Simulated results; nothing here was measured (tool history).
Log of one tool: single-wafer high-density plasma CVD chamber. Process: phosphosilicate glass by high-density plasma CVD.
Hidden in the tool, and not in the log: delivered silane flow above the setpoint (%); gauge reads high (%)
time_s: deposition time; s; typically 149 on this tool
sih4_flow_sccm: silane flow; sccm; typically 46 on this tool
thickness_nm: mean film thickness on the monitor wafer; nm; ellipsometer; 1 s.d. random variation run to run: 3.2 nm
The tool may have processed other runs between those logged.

run,hour,time_s,sih4_flow_sccm,wafers since the last listed run,hours since the silane flow controller was replaced,hours since the gauge calibration,"read-back reference wafer on the same gauge, thickness_nm",thickness_nm
1,0.0,130,46,0,2366.0,1808.1,831.505,677.601
2,33.3,149,46,410,2399.3,1841.4,831.786,784.279
3,70.1,149,46,453,2436.1,1878.2,831.264,779.140
4,243.9,165,50,2141,2609.9,2052.0,829.358,914.831
5,398.6,165,50,1906,2764.6,2206.7,830.402,923.867
6,424.2,162,46,315,2790.2,2232.3,829.713,846.036
7,484.7,162,46,745,2850.7,2292.8,830.581,852.395
8,546.4,162,46,760,2912.4,2354.5,830.752,845.581
9,608.8,149,46,768,2974.8,2416.9,831.050,773.550
10,679.2,149,46,867,3045.2,2487.3,831.327,776.487
11,737.9,149,46,723,3103.9,2546.0,830.124,774.348
12,802.2,160,46,792,3168.2,2610.3,830.466,837.916
13,851.1,160,46,602,3217.1,2659.2,831.023,835.453
14,1004.1,168,46,1885,3370.1,2812.2,832.050,876.491
15,1130.4,149,46,1556,3496.4,2938.5,830.920,783.518
16,1176.6,125,46,569,3542.6,2984.7,831.763,654.640
# hour 1230.5: silane flow controller replaced
17,1384.5,125,46,2463,154.0,3192.6,830.856,628.076
18,1419.6,167,46,432,189.1,3227.7,831.126,836.996
19,1485.0,167,46,805,254.5,3293.1,830.751,840.210
20,1523.2,149,40,470,292.7,3331.3,832.159,671.394
21,1680.1,121,42,1933,449.6,3488.2,831.588,571.218
22,1709.4,149,42,361,478.9,3517.5,831.206,701.229
# hour 1861.0: gauge calibrated
23,1920.9,149,46,2605,690.4,59.9,830.968,758.937
24,1956.0,127,42,432,725.5,95.0,830.911,602.336
25,2047.3,140,53,1124,816.8,186.3,832.297,802.432
26,2098.3,123,46,628,867.8,237.3,831.574,627.527
27,2156.2,134,54,713,925.7,295.2,831.024,778.863
28,2187.3,176,55,383,956.8,326.3,829.790,1040.149
29,2235.2,149,46,590,1004.7,374.2,831.081,761.453
30,2295.4,149,53,741,1064.9,434.4,831.072,847.951
31,2473.0,149,46,2188,1242.5,612.0,830.720,766.385

Run 32 has not been measured yet. What should we expect?
32,2544.2,119,37,877,1313.7,683.2,?,?

{"run 32": {"read-back reference wafer on the same gauge, thickness_nm": 830.929, "thickness_nm": 518.556}}
With the hidden condition absent and the run-to-run variation left alone, this run would have shown thickness_nm 501.669 nm.

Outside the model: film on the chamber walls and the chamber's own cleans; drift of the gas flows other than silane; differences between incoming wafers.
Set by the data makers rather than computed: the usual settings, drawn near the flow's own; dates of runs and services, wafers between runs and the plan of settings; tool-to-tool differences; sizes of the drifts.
